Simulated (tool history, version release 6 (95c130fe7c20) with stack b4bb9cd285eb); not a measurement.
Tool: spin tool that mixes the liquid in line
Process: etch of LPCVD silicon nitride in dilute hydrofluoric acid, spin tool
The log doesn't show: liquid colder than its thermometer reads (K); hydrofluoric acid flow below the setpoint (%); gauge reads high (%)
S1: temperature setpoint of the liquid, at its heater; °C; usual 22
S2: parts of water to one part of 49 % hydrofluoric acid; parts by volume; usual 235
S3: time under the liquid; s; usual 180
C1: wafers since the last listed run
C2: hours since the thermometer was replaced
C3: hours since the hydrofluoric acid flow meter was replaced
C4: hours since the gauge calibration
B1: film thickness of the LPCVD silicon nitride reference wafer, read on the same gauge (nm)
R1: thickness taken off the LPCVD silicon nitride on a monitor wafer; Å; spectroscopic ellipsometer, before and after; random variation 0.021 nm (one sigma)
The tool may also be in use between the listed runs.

{"run": 1, "hour": 0.0, "S1": 22, "S2": 235, "S3": 180, "C1": 0, "C2": 869.5, "C3": 845.1, "C4": 697, "B1": 140.002, "R1": 3.59}
{"run": 2, "hour": 62.6, "S1": 22, "S2": 235, "S3": 180, "C1": 395, "C2": 932.1, "C3": 907.7, "C4": 759.6, "B1": 139.993, "R1": 3.41}
{"run": 3, "hour": 82.7, "S1": 22, "S2": 235, "S3": 180, "C1": 127, "C2": 952.2, "C3": 927.8, "C4": 779.7, "B1": 139.995, "R1": 3.48}
{"run": 4, "hour": 112.9, "S1": 22, "S2": 235, "S3": 105, "C1": 190, "C2": 982.4, "C3": 958, "C4": 809.9, "B1": 140.001, "R1": 2.14}
{"run": 5, "hour": 135.1, "S1": 22, "S2": 235, "S3": 105, "C1": 140, "C2": 1004.6, "C3": 980.2, "C4": 832.1, "B1": 139.997, "R1": 2.14}
{"run": 6, "hour": 157.7, "S1": 22, "S2": 235, "S3": 105, "C1": 142, "C2": 1027.2, "C3": 1002.8, "C4": 854.7, "B1": 139.999, "R1": 1.99}
{"hour": 172.4, "done": "thermometer replaced"}
{"run": 7, "hour": 179.9, "S1": 22, "S2": 235, "S3": 180, "C1": 133, "C2": 7.5, "C3": 1025, "C4": 876.9, "B1": 140.013, "R1": 3.5}
{"run": 8, "hour": 209.7, "S1": 22, "S2": 235, "S3": 180, "C1": 188, "C2": 37.3, "C3": 1054.8, "C4": 906.7, "B1": 140.015, "R1": 3.64}
{"run": 9, "hour": 226.6, "S1": 22, "S2": 235, "S3": 180, "C1": 106, "C2": 54.2, "C3": 1071.7, "C4": 923.6, "B1": 139.999, "R1": 3.44}
{"run": 10, "hour": 254.5, "S1": 22, "S2": 235, "S3": 180, "C1": 176, "C2": 82.1, "C3": 1099.6, "C4": 951.5, "B1": 139.997, "R1": 3.34}
{"hour": 295.5, "done": "hydrofluoric acid flow meter replaced"}
{"run": 11, "hour": 354.7, "S1": 25.5, "S2": 320, "S3": 180, "C1": 626, "C2": 182.3, "C3": 59.2, "C4": 1051.7, "B1": 139.993, "R1": 3.31}
{"run": 12, "hour": 375.0, "S1": 20.5, "S2": 235, "S3": 130, "C1": 128, "C2": 202.6, "C3": 79.5, "C4": 1072, "B1": 139.995, "R1": 2.43}
{"run": 13, "hour": 408.5, "S1": 23.5, "S2": 235, "S3": 180, "C1": 211, "C2": 236.1, "C3": 113, "C4": 1105.5, "B1": 139.999, "R1": 3.97}
{"run": 14, "hour": 425.4, "S1": 22, "S2": 120, "S3": 180, "C1": 106, "C2": 253, "C3": 129.9, "C4": 1122.4, "B1": 139.97, "R1": 6.37}
{"run": 15, "hour": 456.1, "S1": 22, "S2": 320, "S3": 275, "C1": 194, "C2": 283.7, "C3": 160.6, "C4": 1153.1, "B1": 139.999, "R1": 3.58}
{"run": 16, "hour": 469.8, "S1": 26, "S2": 235, "S3": 215, "C1": 86, "C2": 297.4, "C3": 174.3, "C4": 1166.8, "B1": 140.011, "R1": 5.59}
{"hour": 472.7, "done": "gauge calibrated"}
{"run": 17, "hour": 505.1, "S1": 22, "S2": 120, "S3": 180, "C1": 223, "C2": 332.7, "C3": 209.6, "C4": 32.4, "B1": 140.011, "R1": 6.97}
{"run": 18, "hour": 524.3, "S1": 22, "S2": 235, "S3": 145, "C1": 121, "C2": 351.9, "C3": 228.8, "C4": 51.6, "B1": 140.001, "R1": 3.17}
{"run": 19, "hour": 552.9, "S1": 22, "S2": 235, "S3": 180, "C1": 180, "C2": 380.5, "C3": 257.4, "C4": 80.2, "B1": 140.025, "R1": 3.7}
{"run": 20, "hour": 570.2, "S1": 22, "S2": 235, "S3": 285, "C1": 109, "C2": 397.8, "C3": 274.7, "C4": 97.5, "B1": 139.992, "R1": 5.13}
{"run": 21, "hour": 599.3, "S1": 22, "S2": 130, "S3": 110, "C1": 183, "C2": 426.9, "C3": 303.8, "C4": 126.6, "B1": 140.004, "R1": 3.89}
{"run": 22, "hour": 612.3, "S1": 26, "S2": 290, "S3": 130, "C1": 82, "C2": 439.9, "C3": 316.8, "C4": 139.6, "B1": 140.007, "R1": 2.76}
{"run": 23, "hour": 631.5, "S1": 27, "S2": 160, "S3": 115, "C1": 121, "C2": 459.1, "C3": 336, "C4": 158.8, "B1": 140.016, "R1": 4.72}
{"run": 24, "hour": 656.2, "S1": 22, "S2": 235, "S3": 180, "C1": 156, "C2": 483.8, "C3": 360.7, "C4": 183.5, "B1": 139.993, "R1": 3.56}
{"run": 25, "hour": 680.9, "S1": 22, "S2": 135, "S3": 80, "C1": 156, "C2": 508.5, "C3": 385.4, "C4": 208.2, "B1": 139.985, "R1": 2.75}
{"run": 26, "hour": 701.0, "S1": 19, "S2": 180, "S3": 135, "C1": 127, "C2": 528.6, "C3": 405.5, "C4": 228.3, "B1": 139.997, "R1": 2.7}

Forecast run 27:
{"run": 27, "hour": 728.5, "S1": 19.5, "S2": 235, "S3": 80, "C1": 173, "C2": 556.1, "C3": 433, "C4": 255.8, "B1": "?", "R1": "?"}

Run 27 gave B1 140.013, R1 1.25 Å.
Without the tool's hidden state the same run would have given R1 1.25 Å.
